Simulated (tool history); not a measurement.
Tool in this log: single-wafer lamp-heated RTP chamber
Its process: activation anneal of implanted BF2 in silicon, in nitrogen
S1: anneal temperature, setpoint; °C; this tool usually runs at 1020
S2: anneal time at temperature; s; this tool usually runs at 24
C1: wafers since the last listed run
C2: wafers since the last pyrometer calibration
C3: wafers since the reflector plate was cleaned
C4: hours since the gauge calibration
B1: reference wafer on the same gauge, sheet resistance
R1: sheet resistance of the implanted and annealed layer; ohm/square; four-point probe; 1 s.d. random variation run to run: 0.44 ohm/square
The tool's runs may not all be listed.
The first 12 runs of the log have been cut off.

Run 13, hour 305.3: usual settings; C1 927; C2 5972; C3 6785; C4 552.1; B1 144.1. Result: R1 153.87 ohm/square.
Run 14, hour 318.9: usual settings; C1 163; C2 6136; C3 6948; C4 565.7; B1 144.02. Result: R1 154.06 ohm/square.
Run 15, hour 340.9: usual settings; C1 263; C2 6399; C3 7212; C4 587.7; B1 144.13. Result: R1 154.46 ohm/square.
Run 16, hour 375.6: usual settings; C1 416; C2 6816; C3 7628; C4 622.4; B1 144.2. Result: R1 154.56 ohm/square.
Run 17, hour 410.3: usual settings; C1 416; C2 7232; C3 8045; C4 657.1; B1 144.19. Result: R1 154.6 ohm/square.
At hour 452.1: pyrometer window cleaned and pyrometer calibrated.
Run 18, hour 452.6: usual settings but S2 12 s; C1 411; C2 6; C3 8456; C4 699.4; B1 144.33. Result: R1 165.53 ohm/square.
Run 19, hour 479.2: usual settings but S1 996 °C, S2 34 s; C1 319; C2 325; C3 8775; C4 726; B1 144.41. Result: R1 168.56 ohm/square.
Run 20, hour 560.9: usual settings; C1 980; C2 1305; C3 9755; C4 807.7; B1 144.58. Result: R1 155.18 ohm/square.
Run 21, hour 581.3: usual settings; C1 244; C2 1549; C3 10000; C4 828.1; B1 144.58. Result: R1 154.69 ohm/square.
Run 22, hour 602.4: usual settings but S1 1047 °C, S2 19 s; C1 253; C2 1803; C3 10253; C4 849.2; B1 144.72. Result: R1 144.13 ohm/square.
Run 23, hour 622.6: usual settings but S1 1046 °C, S2 37 s; C1 242; C2 2045; C3 10495; C4 869.4; B1 144.52. Result: R1 136.25 ohm/square.
At hour 651.9: reflector plate cleaned.
Run 24, hour 726.9: usual settings but S1 1042 °C, S2 38 s; C1 1155; C2 3200; C3 899; C4 973.7; B1 144.85. Result: R1 137.35 ohm/square.
At hour 751.8: gauge calibrated.
Run 25, hour 757.7: usual settings but S1 1031 °C, S2 17 s; C1 369; C2 3570; C3 1268; C4 5.9; B1 140.77. Result: R1 148.87 ohm/square.
Run 26, hour 783.3: usual settings but S1 999 °C, S2 15 s; C1 307; C2 3877; C3 1575; C4 31.5; B1 141.07. Result: R1 175.9 ohm/square.
Run 27, hour 807.6: usual settings; C1 291; C2 4168; C3 1867; C4 55.8; B1 141.35. Result: R1 151.42 ohm/square.
Run 28, hour 827.5: usual settings but S1 1011 °C, S2 14 s; C1 238; C2 4407; C3 2106; C4 75.7; B1 141.53. Result: R1 167.6 ohm/square.
Run 29, hour 844.6: usual settings but S1 1007 °C, S2 16 s; C1 205; C2 4612; C3 2311; C4 92.8; B1 141.74. Result: R1 167.96 ohm/square.
Run 30, hour 875.5: usual settings; C1 370; C2 4983; C3 2681; C4 123.7; B1 142.13. Result: R1 152.53 ohm/square.

What does the tool deliver on the next run?
Run 31, hour 899: usual settings but S1 1005 °C, S2 10 s; C1 281; C2 5265; C3 2963; C4 147.2; B1 ?. Result: R1 ?.

B1: 142.25
R1: 178.26 ohm/square
Had the tool carried no hidden state, the very same run would have given R1 176.78 ohm/square.

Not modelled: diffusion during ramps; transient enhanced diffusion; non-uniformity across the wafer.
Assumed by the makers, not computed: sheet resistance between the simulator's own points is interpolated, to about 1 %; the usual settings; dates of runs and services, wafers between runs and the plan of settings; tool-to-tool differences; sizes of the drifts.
